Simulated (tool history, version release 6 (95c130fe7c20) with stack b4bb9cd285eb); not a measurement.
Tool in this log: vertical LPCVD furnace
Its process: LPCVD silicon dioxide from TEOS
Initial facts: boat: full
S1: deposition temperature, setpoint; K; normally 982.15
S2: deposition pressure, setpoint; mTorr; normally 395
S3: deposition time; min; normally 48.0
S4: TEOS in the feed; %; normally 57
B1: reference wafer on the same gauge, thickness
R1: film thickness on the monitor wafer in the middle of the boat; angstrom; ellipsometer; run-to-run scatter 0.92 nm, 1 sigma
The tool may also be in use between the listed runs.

{"run": 1, "hour": 0.0, "S1": 974.15, "S2": 395, "S3": 48.0, "S4": 57, "B1": 400.94, "R1": 4058.5}
{"run": 2, "hour": 7.8, "S1": 974.15, "S2": 395, "S3": 48.0, "S4": 57, "B1": 401.15, "R1": 4068.3}
{"run": 3, "hour": 28.9, "S1": 982.15, "S2": 355, "S3": 48.0, "S4": 57, "B1": 400.96, "R1": 4614.4}
{"run": 4, "hour": 42.8, "S1": 982.15, "S2": 355, "S3": 48.0, "S4": 57, "B1": 401.11, "R1": 4619.8}
{"run": 5, "hour": 58.5, "S1": 975.15, "S2": 395, "S3": 48.0, "S4": 57, "B1": 401.0, "R1": 4141.1}
{"run": 6, "hour": 121.3, "S1": 975.15, "S2": 395, "S3": 48.0, "S4": 57, "B1": 400.93, "R1": 4163.1}
{"run": 7, "hour": 125.9, "S1": 975.15, "S2": 395, "S3": 48.0, "S4": 57, "B1": 401.12, "R1": 4160.1}
{"run": 8, "hour": 130.5, "S1": 982.15, "S2": 395, "S3": 48.0, "S4": 57, "B1": 401.13, "R1": 4893.3}
{"run": 9, "hour": 164.7, "S1": 982.15, "S2": 395, "S3": 48.0, "S4": 57, "B1": 400.96, "R1": 4889.5}
{"run": 10, "hour": 169.3, "S1": 982.15, "S2": 395, "S3": 48.0, "S4": 57, "B1": 401.04, "R1": 4875.0}
{"run": 11, "hour": 174.3, "S1": 982.15, "S2": 395, "S3": 48.0, "S4": 57, "B1": 400.89, "R1": 4875.6}
{"run": 12, "hour": 182.9, "S1": 982.15, "S2": 395, "S3": 48.0, "S4": 57, "B1": 401.07, "R1": 4872.8}
{"run": 13, "hour": 189.5, "S1": 982.15, "S2": 395, "S3": 48.0, "S4": 57, "B1": 400.93, "R1": 4896.6}
{"run": 14, "hour": 202.5, "S1": 982.15, "S2": 395, "S3": 42.0, "S4": 57, "B1": 400.93, "R1": 4274.6}
{"run": 15, "hour": 217.6, "S1": 977.15, "S2": 395, "S3": 41.5, "S4": 57, "B1": 401.1, "R1": 3769.4}
{"run": 16, "hour": 253.2, "S1": 970.15, "S2": 395, "S3": 59.0, "S4": 64, "B1": 400.82, "R1": 4510.3}
{"run": 17, "hour": 257.8, "S1": 990.15, "S2": 395, "S3": 36.5, "S4": 57, "B1": 400.95, "R1": 4162.5}
{"run": 18, "hour": 262.5, "S1": 973.15, "S2": 445, "S3": 54.0, "S4": 49, "B1": 400.87, "R1": 4112.3}
{"run": 19, "hour": 273.9, "S1": 982.15, "S2": 360, "S3": 29.0, "S4": 65, "B1": 400.98, "R1": 2824.0}
{"run": 20, "hour": 289.4, "S1": 978.15, "S2": 475, "S3": 39.5, "S4": 57, "B1": 400.95, "R1": 3775.4}
{"run": 21, "hour": 321.8, "S1": 982.15, "S2": 395, "S3": 33.0, "S4": 57, "B1": 401.01, "R1": 3148.5}
{"run": 22, "hour": 340.5, "S1": 982.15, "S2": 435, "S3": 48.0, "S4": 57, "B1": 400.9, "R1": 4818.1}
{"run": 23, "hour": 351.5, "S1": 982.15, "S2": 395, "S3": 48.0, "S4": 60, "B1": 401.01, "R1": 4696.0}
{"run": 24, "hour": 364.3, "S1": 982.15, "S2": 395, "S3": 61.0, "S4": 66, "B1": 401.02, "R1": 6257.0}
{"run": 25, "hour": 371.8, "S1": 982.15, "S2": 460, "S3": 48.0, "S4": 57, "B1": 400.94, "R1": 4954.9}
{"run": 26, "hour": 380.7, "S1": 982.15, "S2": 395, "S3": 48.0, "S4": 57, "B1": 401.03, "R1": 4586.7}
{"run": 27, "hour": 390.9, "S1": 982.15, "S2": 395, "S3": 33.0, "S4": 57, "B1": 400.97, "R1": 3146.9}
{"run": 28, "hour": 404.6, "S1": 982.15, "S2": 395, "S3": 34.5, "S4": 57, "B1": 400.98, "R1": 3301.1}
{"run": 29, "hour": 414.1, "S1": 975.15, "S2": 395, "S3": 48.0, "S4": 57, "B1": 401.14, "R1": 3904.8}
{"run": 30, "hour": 424.1, "S1": 982.15, "S2": 365, "S3": 41.5, "S4": 57, "B1": 400.74, "R1": 3816.4}
{"run": 31, "hour": 431.4, "S1": 991.15, "S2": 325, "S3": 53.5, "S4": 50, "B1": 400.98, "R1": 5345.3}
{"run": 32, "hour": 439.8, "S1": 982.15, "S2": 445, "S3": 48.0, "S4": 57, "B1": 401.06, "R1": 4865.3}

Removed from this log: 4 entries logged between the listed runs. Between which two listed runs does each belong, and how does the tool's hidden state at the listed run before it compare with that at the listed run after it?
After run 5, before run 6: TEOS flow controller replaced (hour 120.8)
  true tube temperature minus thermocouple reading, K: 3.93 -> 3.98
  what was measured, less what the result would be without the hidden state, R1: +358.6 -> +365.1 angstrom
After run 6, before run 7: gauge calibrated (hour 125.7)
  nothing in the hidden state changes from one run to the other
  what was measured, less what the result would be without the hidden state, R1: +365.1 -> +365.2 angstrom
After run 8, before run 9: pressure gauge zeroed (hour 164.2)
  true tube temperature minus thermocouple reading, K: 3.99 -> 4.01
  what was measured, less what the result would be without the hidden state, R1: +424.0 -> +426.6 angstrom
After run 15, before run 16: thermocouples replaced and temperature profile calibrated (hour 252.7)
  true tube temperature minus thermocouple reading, K: 4.06 -> 1.12
  what was measured, less what the result would be without the hidden state, R1: +335.5 -> +116.9 angstrom
